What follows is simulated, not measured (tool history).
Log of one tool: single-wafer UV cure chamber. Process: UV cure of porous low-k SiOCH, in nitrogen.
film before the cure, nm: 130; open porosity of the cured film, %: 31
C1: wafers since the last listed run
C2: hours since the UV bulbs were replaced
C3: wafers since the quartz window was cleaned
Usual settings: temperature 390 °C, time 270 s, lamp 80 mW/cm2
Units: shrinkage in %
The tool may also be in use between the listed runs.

run 1 hour=0.0 | temperature=390 time=270 lamp=80 | C1=0 C2=2036.5 C3=1466 | shrinkage=15.178
-- hour=3.2 quartz window cleaned
run 2 hour=37.3 | temperature=390 time=270 lamp=80 | C1=308 C2=2073.8 C3=308 | shrinkage=15.890
run 3 hour=96.7 | temperature=390 time=270 lamp=80 | C1=538 C2=2133.2 C3=847 | shrinkage=16.012
run 4 hour=153.0 | temperature=390 time=230 lamp=80 | C1=510 C2=2189.5 C3=1357 | shrinkage=14.864
-- hour=166.7 quartz window cleaned
run 5 hour=181.5 | temperature=390 time=230 lamp=80 | C1=185 C2=2218.0 C3=134 | shrinkage=14.335
run 6 hour=207.4 | temperature=390 time=270 lamp=80 | C1=234 C2=2243.9 C3=368 | shrinkage=14.802
run 7 hour=276.8 | temperature=390 time=270 lamp=80 | C1=628 C2=2313.3 C3=997 | shrinkage=14.802
-- hour=294.1 UV bulbs replaced
-- hour=334.3 quartz window cleaned, repeated, since the last time left the tool worse
run 8 hour=345.8 | temperature=375 time=270 lamp=80 | C1=480 C2=51.7 C3=104 | shrinkage=15.893
run 9 hour=392.7 | temperature=390 time=270 lamp=80 | C1=425 C2=98.6 C3=529 | shrinkage=15.818
run 10 hour=456.4 | temperature=390 time=220 lamp=116 | C1=577 C2=162.3 C3=1107 | shrinkage=16.374
-- hour=514.6 quartz window cleaned
run 11 hour=526.9 | temperature=403 time=375 lamp=54 | C1=566 C2=232.8 C3=111 | shrinkage=16.094
run 12 hour=577.6 | temperature=390 time=270 lamp=55 | C1=459 C2=283.5 C3=570 | shrinkage=13.622
run 13 hour=615.2 | temperature=374 time=270 lamp=65 | C1=340 C2=321.1 C3=911 | shrinkage=14.378
run 14 hour=673.3 | temperature=371 time=270 lamp=80 | C1=526 C2=379.2 C3=1438 | shrinkage=14.906

Forecast each of these 3 alternatives for the next run:
run A hour=673.8 | temperature=390 time=270 lamp=52 | C1=4 C2=379.7 C3=1442 | shrinkage=?
run B hour=673.8 | temperature=383 time=110 lamp=65 | C1=4 C2=379.7 C3=1442 | shrinkage=?
run C hour=673.8 | temperature=390 time=230 lamp=49 | C1=4 C2=379.7 C3=1442 | shrinkage=?

run=A shrinkage=13.165
run=B shrinkage=9.379
run=C shrinkage=11.964
Without the tool's hidden state the same runs would have given:
run=A shrinkage=13.718
run=B shrinkage=9.907
run=C shrinkage=12.509
